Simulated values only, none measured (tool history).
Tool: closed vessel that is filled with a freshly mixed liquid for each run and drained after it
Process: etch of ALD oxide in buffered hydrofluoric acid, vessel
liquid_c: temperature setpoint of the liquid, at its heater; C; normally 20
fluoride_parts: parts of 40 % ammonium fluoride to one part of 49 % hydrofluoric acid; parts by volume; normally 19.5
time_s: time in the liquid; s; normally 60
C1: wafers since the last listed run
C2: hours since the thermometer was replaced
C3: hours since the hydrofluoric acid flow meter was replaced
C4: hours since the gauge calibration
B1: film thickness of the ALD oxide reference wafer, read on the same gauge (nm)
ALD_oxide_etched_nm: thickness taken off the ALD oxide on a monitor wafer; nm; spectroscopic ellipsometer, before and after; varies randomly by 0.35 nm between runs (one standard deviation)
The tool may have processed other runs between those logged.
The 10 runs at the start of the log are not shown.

{"run": 11, "hour": 950.5, "liquid_c": 20, "fluoride_parts": 13.5, "time_s": 85, "C1": 11947, "C2": 623.1, "C3": 638.9, "C4": 685.1, "B1": 149.97, "ALD_oxide_etched_nm": 157.66}
{"run": 12, "hour": 1040.0, "liquid_c": 20, "fluoride_parts": 19.5, "time_s": 60, "C1": 10087, "C2": 712.6, "C3": 728.4, "C4": 774.6, "B1": 150.02, "ALD_oxide_etched_nm": 76.49}
{"run": 13, "hour": 1107.1, "liquid_c": 20, "fluoride_parts": 14.5, "time_s": 45, "C1": 7563, "C2": 779.7, "C3": 795.5, "C4": 841.7, "B1": 150.01, "ALD_oxide_etched_nm": 76.84}
{"hour": 1140.6, "done": "thermometer replaced"}
{"run": 14, "hour": 1208.3, "liquid_c": 20, "fluoride_parts": 19.5, "time_s": 60, "C1": 11293, "C2": 67.7, "C3": 896.7, "C4": 942.9, "B1": 150.04, "ALD_oxide_etched_nm": 79.82}
{"run": 15, "hour": 1285.6, "liquid_c": 18.5, "fluoride_parts": 19.5, "time_s": 60, "C1": 8712, "C2": 145, "C3": 974, "C4": 1020.2, "B1": 150.03, "ALD_oxide_etched_nm": 71.73}
{"run": 16, "hour": 1334.0, "liquid_c": 17, "fluoride_parts": 19.5, "time_s": 90, "C1": 5455, "C2": 193.4, "C3": 1022.4, "C4": 1068.6, "B1": 149.95, "ALD_oxide_etched_nm": 99.49}
{"run": 17, "hour": 1388.5, "liquid_c": 23, "fluoride_parts": 22, "time_s": 85, "C1": 6142, "C2": 247.9, "C3": 1076.9, "C4": 1123.1, "B1": 150, "ALD_oxide_etched_nm": 120.94}
{"run": 18, "hour": 1573.5, "liquid_c": 20, "fluoride_parts": 14.5, "time_s": 45, "C1": 20851, "C2": 432.9, "C3": 1261.9, "C4": 1308.1, "B1": 149.98, "ALD_oxide_etched_nm": 76.83}
{"run": 19, "hour": 1636.6, "liquid_c": 18, "fluoride_parts": 16.5, "time_s": 70, "C1": 7112, "C2": 496, "C3": 1325, "C4": 1371.2, "B1": 150.05, "ALD_oxide_etched_nm": 94.51}
{"run": 20, "hour": 1704.6, "liquid_c": 20, "fluoride_parts": 15, "time_s": 60, "C1": 7664, "C2": 564, "C3": 1393, "C4": 1439.2, "B1": 150.02, "ALD_oxide_etched_nm": 98.85}
{"hour": 1912.0, "done": "hydrofluoric acid flow meter replaced"}
{"hour": 1917.8, "done": "thermometer replaced"}
{"run": 21, "hour": 1920.8, "liquid_c": 24.5, "fluoride_parts": 27.5, "time_s": 30, "C1": 24143, "C2": 3, "C3": 8.8, "C4": 1655.4, "B1": 150, "ALD_oxide_etched_nm": 40.94}
{"run": 22, "hour": 1978.5, "liquid_c": 23.5, "fluoride_parts": 16, "time_s": 30, "C1": 6503, "C2": 60.7, "C3": 66.5, "C4": 1713.1, "B1": 149.98, "ALD_oxide_etched_nm": 59.78}
{"run": 23, "hour": 2143.1, "liquid_c": 18.5, "fluoride_parts": 22, "time_s": 60, "C1": 18552, "C2": 225.3, "C3": 231.1, "C4": 1877.7, "B1": 150, "ALD_oxide_etched_nm": 67.15}
{"run": 24, "hour": 2223.5, "liquid_c": 21.5, "fluoride_parts": 15, "time_s": 85, "C1": 9062, "C2": 305.7, "C3": 311.5, "C4": 1958.1, "B1": 150, "ALD_oxide_etched_nm": 158.61}
{"run": 25, "hour": 2313.1, "liquid_c": 22, "fluoride_parts": 19.5, "time_s": 35, "C1": 10099, "C2": 395.3, "C3": 401.1, "C4": 2047.7, "B1": 150.01, "ALD_oxide_etched_nm": 51.31}
{"run": 26, "hour": 2358.5, "liquid_c": 24, "fluoride_parts": 16, "time_s": 50, "C1": 5117, "C2": 440.7, "C3": 446.5, "C4": 2093.1, "B1": 149.98, "ALD_oxide_etched_nm": 99.51}
{"run": 27, "hour": 2448.3, "liquid_c": 23.5, "fluoride_parts": 16, "time_s": 80, "C1": 10121, "C2": 530.5, "C3": 536.3, "C4": 2182.9, "B1": 150, "ALD_oxide_etched_nm": 152.43}
{"run": 28, "hour": 2506.1, "liquid_c": 20, "fluoride_parts": 19.5, "time_s": 60, "C1": 6514, "C2": 588.3, "C3": 594.1, "C4": 2240.7, "B1": 150, "ALD_oxide_etched_nm": 77.39}
{"run": 29, "hour": 2543.7, "liquid_c": 20, "fluoride_parts": 26.5, "time_s": 60, "C1": 4238, "C2": 625.9, "C3": 631.7, "C4": 2278.3, "B1": 150.03, "ALD_oxide_etched_nm": 62.96}
{"run": 30, "hour": 2614.4, "liquid_c": 20, "fluoride_parts": 27, "time_s": 60, "C1": 7968, "C2": 696.6, "C3": 702.4, "C4": 2349, "B1": 150.01, "ALD_oxide_etched_nm": 61.05}
{"run": 31, "hour": 2700.5, "liquid_c": 17.5, "fluoride_parts": 25, "time_s": 40, "C1": 9704, "C2": 782.7, "C3": 788.5, "C4": 2435.1, "B1": 150, "ALD_oxide_etched_nm": 36.82}
{"hour": 2727.1, "done": "thermometer replaced"}
{"run": 32, "hour": 2755.5, "liquid_c": 24.5, "fluoride_parts": 26.5, "time_s": 30, "C1": 6086, "C2": 28.4, "C3": 843.5, "C4": 2490.1, "B1": 149.98, "ALD_oxide_etched_nm": 41.57}
{"run": 33, "hour": 2848.4, "liquid_c": 22, "fluoride_parts": 22.5, "time_s": 50, "C1": 10471, "C2": 121.3, "C3": 936.4, "C4": 2583, "B1": 150.05, "ALD_oxide_etched_nm": 66.93}
{"run": 34, "hour": 2938.1, "liquid_c": 20, "fluoride_parts": 26.5, "time_s": 85, "C1": 10110, "C2": 211, "C3": 1026.1, "C4": 2672.7, "B1": 150.01, "ALD_oxide_etched_nm": 89.73}

Alternative continuations, all from the tool just after run 34; predict every row:
{"run": "A", "hour": 2938.8, "liquid_c": 20, "fluoride_parts": 19.5, "time_s": 60, "C1": 78, "C2": 211.7, "C3": 1026.8, "C4": 2673.4, "B1": "?", "ALD_oxide_etched_nm": "?"}
{"run": "B", "hour": 2938.8, "liquid_c": 20, "fluoride_parts": 19.5, "time_s": 30, "C1": 78, "C2": 211.7, "C3": 1026.8, "C4": 2673.4, "B1": "?", "ALD_oxide_etched_nm": "?"}
{"run": "C", "hour": 2938.8, "liquid_c": 24.5, "fluoride_parts": 13, "time_s": 60, "C1": 78, "C2": 211.7, "C3": 1026.8, "C4": 2673.4, "B1": "?", "ALD_oxide_etched_nm": "?"}

run=A B1=149.96 ALD_oxide_etched_nm=78.45
run=B B1=149.96 ALD_oxide_etched_nm=39.22
run=C B1=149.96 ALD_oxide_etched_nm=149.94
Without the tool's unlogged condition, the same runs would have read:
run=A ALD_oxide_etched_nm=81.98
run=B ALD_oxide_etched_nm=40.99
run=C ALD_oxide_etched_nm=156.68
